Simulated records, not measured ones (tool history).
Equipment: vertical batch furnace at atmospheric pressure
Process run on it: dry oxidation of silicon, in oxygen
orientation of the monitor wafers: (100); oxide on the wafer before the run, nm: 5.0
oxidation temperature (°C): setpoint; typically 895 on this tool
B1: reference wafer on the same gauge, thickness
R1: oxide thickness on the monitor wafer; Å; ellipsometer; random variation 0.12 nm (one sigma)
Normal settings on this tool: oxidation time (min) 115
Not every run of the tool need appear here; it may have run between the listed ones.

Run 1, hour 0: usual settings; B1 31.79. Result: R1 285.2 Å.
Run 2, hour 36.2: usual settings; B1 31.78. Result: R1 285.1 Å.
Run 3, hour 62.5: usual settings; B1 31.78. Result: R1 287.6 Å.
Run 4, hour 102.7: usual settings; B1 31.81. Result: R1 286.1 Å.
Run 5, hour 298.7: usual settings; B1 31.79. Result: R1 283.6 Å.
Run 6, hour 324.6: usual settings; B1 31.8. Result: R1 283.9 Å.
Run 7, hour 392.4: usual settings; B1 31.77. Result: R1 285.5 Å.
Run 8, hour 462.2: usual settings; B1 31.81. Result: R1 283 Å.
Run 9, hour 511.3: usual settings; B1 31.85. Result: R1 286.4 Å.
Run 10, hour 582: usual settings but oxidation temperature (°C) 901; B1 31.78. Result: R1 301.8 Å.
At hour 640.4: thermocouples replaced and temperature profile calibrated.
At hour 662.4: boat lift adjusted.
Run 11, hour 749.4: usual settings but oxidation time (min) 91; B1 31.81. Result: R1 239.5 Å.
Run 12, hour 806.7: usual settings but oxidation time (min) 91; B1 31.79. Result: R1 242.3 Å.
Run 13, hour 853.2: usual settings but oxidation temperature (°C) 876; B1 31.79. Result: R1 232.8 Å.
At hour 900.1: boat lift adjusted, repeated, since the last time left the tool worse.
Run 14, hour 911.5: usual settings but oxidation temperature (°C) 876; B1 31.8. Result: R1 241.1 Å.
Run 15, hour 980.1: usual settings but oxidation temperature (°C) 906, oxidation time (min) 68; B1 31.8. Result: R1 235.8 Å.
Run 16, hour 1013.8: usual settings but oxidation temperature (°C) 871; B1 31.78. Result: R1 231.5 Å.
Run 17, hour 1072.1: usual settings but oxidation temperature (°C) 910, oxidation time (min) 155; B1 31.8. Result: R1 408.1 Å.
Run 18, hour 1138.5: usual settings but oxidation temperature (°C) 870; B1 31.77. Result: R1 228.9 Å.
Run 19, hour 1198.6: usual settings but oxidation temperature (°C) 910, oxidation time (min) 160.5; B1 31.82. Result: R1 420 Å.
Run 20, hour 1250.8: usual settings; B1 31.79. Result: R1 290.6 Å.
Run 21, hour 1297.9: usual settings but oxidation temperature (°C) 909, oxidation time (min) 167.5; B1 31.8. Result: R1 426.2 Å.
Run 22, hour 1327.6: usual settings but oxidation temperature (°C) 873, oxidation time (min) 157; B1 31.81. Result: R1 285.1 Å.
At hour 1339.2: gauge calibrated.
Run 23, hour 1410: usual settings but oxidation temperature (°C) 907, oxidation time (min) 90; B1 31.82. Result: R1 278.8 Å.
Run 24, hour 1462.8: usual settings but oxidation temperature (°C) 906, oxidation time (min) 169; B1 31.8. Result: R1 416.4 Å.
Run 25, hour 1505.3: usual settings but oxidation temperature (°C) 906, oxidation time (min) 169; B1 31.8. Result: R1 416.8 Å.
Run 26, hour 1574.5: usual settings but oxidation temperature (°C) 888, oxidation time (min) 161.5; B1 31.84. Result: R1 335.5 Å.
Run 27, hour 1630.4: usual settings but oxidation temperature (°C) 888, oxidation time (min) 83.5; B1 31.79. Result: R1 225.6 Å.
Run 28, hour 1789: usual settings; B1 31.79. Result: R1 289.5 Å.

For some of the steps in R1 from one run to the next: how much would appear even if the tool had no hidden state, given the settings, what came in and random variation, and how much remains for the hidden state plus any gauge scatter that the measured result and the result without hidden state don't share?
Hidden state at play: true tube temperature minus thermocouple reading, K; monitor wafer colder than the profiled boat position, K; gauge reads high (%).
Run 10 -> 11: oxidation temperature (°C) 901 -> 895, oxidation time (min) 115 -> 91, thermocouples replaced and temperature profile calibrated, boat lift adjusted. R1 -62.3 Å: hidden state -3.9, all else -58.4.
Run 13 -> 14: boat lift adjusted, repeated, since the last time left the tool worse. R1 +8.3 Å: hidden state +10.9, all else -2.6.
Run 17 -> 18: oxidation temperature (°C) 910 -> 870, oxidation time (min) 155 -> 115. R1 -179.2 Å: hidden state +0.7, all else -179.9.
Run 18 -> 19: oxidation temperature (°C) 870 -> 910, oxidation time (min) 115 -> 160.5. R1 +191.1 Å: hidden state -0.8, all else +191.9.

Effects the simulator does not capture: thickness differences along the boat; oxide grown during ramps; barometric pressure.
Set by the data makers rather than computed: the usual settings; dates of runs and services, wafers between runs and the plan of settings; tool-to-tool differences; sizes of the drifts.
